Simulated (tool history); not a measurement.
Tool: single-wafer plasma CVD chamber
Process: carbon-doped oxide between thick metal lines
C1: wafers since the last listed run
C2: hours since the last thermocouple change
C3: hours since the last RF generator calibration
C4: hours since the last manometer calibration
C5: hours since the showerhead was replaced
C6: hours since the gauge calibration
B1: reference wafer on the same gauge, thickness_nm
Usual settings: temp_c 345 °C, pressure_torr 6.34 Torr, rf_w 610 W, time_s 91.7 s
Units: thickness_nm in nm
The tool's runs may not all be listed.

Run 1, hour 0: usual settings; C1 0; C2 1846.3; C3 1260.7; C4 2567; C5 3113.4; C6 72.9; B1 628.164. Result: thickness_nm 535.796 nm.
Run 2, hour 14: usual settings; C1 123; C2 1860.3; C3 1274.7; C4 2581; C5 3127.4; C6 86.9; B1 628.183. Result: thickness_nm 536.691 nm.
Run 3, hour 20.4: usual settings; C1 56; C2 1866.7; C3 1281.1; C4 2587.4; C5 3133.8; C6 93.3; B1 627.73. Result: thickness_nm 537.011 nm.
Run 4, hour 32.9: usual settings but time_s 78.7 s; C1 110; C2 1879.2; C3 1293.6; C4 2599.9; C5 3146.3; C6 105.8; B1 628.196. Result: thickness_nm 460.107 nm.
Run 5, hour 45.1: usual settings but time_s 78.7 s; C1 108; C2 1891.4; C3 1305.8; C4 2612.1; C5 3158.5; C6 118; B1 628.164. Result: thickness_nm 460.6 nm.
Run 6, hour 56.3: usual settings; C1 99; C2 1902.6; C3 1317; C4 2623.3; C5 3169.7; C6 129.2; B1 627.999. Result: thickness_nm 533.986 nm.
Run 7, hour 67.7: usual settings; C1 100; C2 1914; C3 1328.4; C4 2634.7; C5 3181.1; C6 140.6; B1 627.808. Result: thickness_nm 534.128 nm.
Run 8, hour 80.2: usual settings but temp_c 342 °C; C1 110; C2 1926.5; C3 1340.9; C4 2647.2; C5 3193.6; C6 153.1; B1 627.794. Result: thickness_nm 541.219 nm.
Run 9, hour 93: usual settings but pressure_torr 5.96 Torr; C1 113; C2 1939.3; C3 1353.7; C4 2660; C5 3206.4; C6 165.9; B1 627.655. Result: thickness_nm 534.169 nm.
Run 10, hour 107.8: usual settings but pressure_torr 5.96 Torr; C1 131; C2 1954.1; C3 1368.5; C4 2674.8; C5 3221.2; C6 180.7; B1 628.085. Result: thickness_nm 532.32 nm.
Run 11, hour 124.1: usual settings; C1 144; C2 1970.4; C3 1384.8; C4 2691.1; C5 3237.5; C6 197; B1 627.818. Result: thickness_nm 531.58 nm.
Run 12, hour 135.3: usual settings; C1 99; C2 1981.6; C3 1396; C4 2702.3; C5 3248.7; C6 208.2; B1 627.881. Result: thickness_nm 533.753 nm.
At hour 155.3: showerhead replaced, of another model than before.
Run 13, hour 155.8: usual settings; C1 110; C2 2002.1; C3 1416.5; C4 2722.8; C5 0.5; C6 228.7; B1 627.755. Result: thickness_nm 543.132 nm.
Run 14, hour 169.8: usual settings but rf_w 665 W; C1 123; C2 2016.1; C3 1430.5; C4 2736.8; C5 14.5; C6 242.7; B1 627.923. Result: thickness_nm 562.301 nm.
Run 15, hour 176.4: usual settings but temp_c 351 °C, pressure_torr 5.31 Torr, rf_w 725 W, time_s 107.7 s; C1 58; C2 2022.7; C3 1437.1; C4 2743.4; C5 21.1; C6 249.3; B1 628.227. Result: thickness_nm 656.689 nm.
At hour 199.4: thermocouple changed; heater temperature recalibrated.
At hour 203.9: RF generator calibrated.
Run 16, hour 204.4: usual settings but temp_c 354 °C, pressure_torr 7.72 Torr, rf_w 700 W, time_s 77.9 s; C1 137; C2 5; C3 0.5; C4 2771.4; C5 49.1; C6 277.3; B1 628.385. Result: thickness_nm 496.215 nm.
Run 17, hour 204.9: usual settings; C1 4; C2 5.5; C3 1; C4 2771.9; C5 49.6; C6 277.8; B1 627.705. Result: thickness_nm 558.457 nm.
Run 18, hour 211.6: usual settings but temp_c 358 °C, pressure_torr 7.37 Torr, rf_w 690 W, time_s 107.4 s; C1 59; C2 12.2; C3 7.7; C4 2778.6; C5 56.3; C6 284.5; B1 627.992. Result: thickness_nm 672.52 nm.
At hour 221.8: gauge calibrated.
Run 19, hour 229.5: usual settings but pressure_torr 6.99 Torr; C1 158; C2 30.1; C3 25.6; C4 2796.5; C5 74.2; C6 7.7; B1 627.867. Result: thickness_nm 564.204 nm.
At hour 241.4: capacitance manometer re-zeroed and calibrated.
Run 20, hour 241.9: usual settings; C1 38; C2 42.5; C3 38; C4 0.5; C5 86.6; C6 20.1; B1 627.944. Result: thickness_nm 559.811 nm.
Run 21, hour 247.1: usual settings; C1 46; C2 47.7; C3 43.2; C4 5.7; C5 91.8; C6 25.3; B1 627.895. Result: thickness_nm 561.052 nm.
Run 22, hour 264.9: usual settings but pressure_torr 6.74 Torr, rf_w 705 W, time_s 103.9 s; C1 157; C2 65.5; C3 61; C4 23.5; C5 109.6; C6 43.1; B1 627.985. Result: thickness_nm 670.283 nm.
Run 23, hour 278.3: usual settings; C1 118; C2 78.9; C3 74.4; C4 36.9; C5 123; C6 56.5; B1 627.819. Result: thickness_nm 559.241 nm.
Run 24, hour 290.3: usual settings; C1 106; C2 90.9; C3 86.4; C4 48.9; C5 135; C6 68.5; B1 628.226. Result: thickness_nm 561.226 nm.
Run 25, hour 306.2: usual settings but pressure_torr 7.17 Torr, time_s 102.4 s; C1 140; C2 106.8; C3 102.3; C4 64.8; C5 150.9; C6 84.4; B1 627.602. Result: thickness_nm 627.528 nm.
Run 26, hour 323.3: usual settings but temp_c 341 °C, rf_w 520 W; C1 151; C2 123.9; C3 119.4; C4 81.9; C5 168; C6 101.5; B1 628.273. Result: thickness_nm 535.997 nm.
Run 27, hour 340.9: usual settings but time_s 86.2 s; C1 155; C2 141.5; C3 137; C4 99.5; C5 185.6; C6 119.1; B1 627.541. Result: thickness_nm 526.093 nm.
Run 28, hour 356.4: usual settings but time_s 99.5 s; C1 137; C2 157; C3 152.5; C4 115; C5 201.1; C6 134.6; B1 628.266. Result: thickness_nm 604.965 nm.
Run 29, hour 373.6: usual settings but pressure_torr 6.82 Torr, time_s 77.1 s; C1 152; C2 174.2; C3 169.7; C4 132.2; C5 218.3; C6 151.8; B1 628.03. Result: thickness_nm 473.478 nm.

3 ways to go on from here, each from the tool as it stands after run 29. What would each give?
Run A, hour 374: usual settings; C1 3; C2 174.6; C3 170.1; C4 132.6; C5 218.7; C6 152.2; B1 ?. Result: thickness_nm ?.
Run B, hour 374: usual settings but rf_w 545 W, time_s 99.3 s; C1 3; C2 174.6; C3 170.1; C4 132.6; C5 218.7; C6 152.2; B1 ?. Result: thickness_nm ?.
Run C, hour 374: usual settings but pressure_torr 4.98 Torr, time_s 97 s; C1 3; C2 174.6; C3 170.1; C4 132.6; C5 218.7; C6 152.2; B1 ?. Result: thickness_nm ?.

run       B1  thickness_nm
  A  627.906        559.93
  B  627.906       581.902
  C  627.906       574.536
Without the tool's hidden state the same runs would have given:
run  thickness_nm
  A       560.202
  B       582.185
  C       574.815

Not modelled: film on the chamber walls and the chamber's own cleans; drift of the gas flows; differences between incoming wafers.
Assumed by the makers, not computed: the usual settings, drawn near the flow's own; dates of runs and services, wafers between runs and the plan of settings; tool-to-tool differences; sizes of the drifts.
